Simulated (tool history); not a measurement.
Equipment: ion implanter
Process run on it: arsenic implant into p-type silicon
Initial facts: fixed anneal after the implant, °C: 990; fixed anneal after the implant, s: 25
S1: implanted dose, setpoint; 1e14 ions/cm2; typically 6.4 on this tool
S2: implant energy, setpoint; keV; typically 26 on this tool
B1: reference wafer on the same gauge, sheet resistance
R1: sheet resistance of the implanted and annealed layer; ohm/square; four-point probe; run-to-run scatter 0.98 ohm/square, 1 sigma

run,hour,S1,S2,B1,R1
1,0,6.4,26,149.94,168.98
2,55.5,6.4,26,149.72,169.48
3,106.9,6.4,26,149.93,169.35
4,141.4,6.4,32,150.09,162.21
5,171.1,7.6,22.5,149.93,153.41
6,213.2,7.6,22.5,150.17,154.63
7,256,7.6,22.5,149.98,153.84
8,290.8,6.4,26,149.81,166.11
# hour 323.7: Faraday cup replaced and dose calibrated
9,344.6,6.4,26,150.22,164.18
10,529.7,6.4,26,149.94,164.36
11,574.1,5.62,22,149.88,186.43
12,600.5,6.4,26,150.05,163.54
13,637.9,6.4,26,150.24,164.08
14,666.1,5.75,29.5,149.84,172.22
15,715.4,5.75,29.5,149.83,172.54
# hour 744: extraction supply calibrated
16,759.6,5.75,29.5,150.12,171.73
17,812,6.4,26,150.07,162.38
# hour 852.4: Faraday cup replaced and dose calibrated, repeated, since the last time left the tool worse
# hour 862.3: gauge calibrated
18,865.4,5.79,33,150.15,175.16
19,915.2,6.4,26,150.03,169.9
20,967.1,6.4,26,149.77,170.09
21,1034.1,6.4,26,149.81,168.45
22,1094.9,6.4,34,150.13,162.38

For run 23, what comes out?
23,1150,6.4,34,?,?

B1: 149.93
R1: 160.38 ohm/square
On a tool with no hidden condition, and with the same random variation, this run would have come out at R1 160.93 ohm/square.
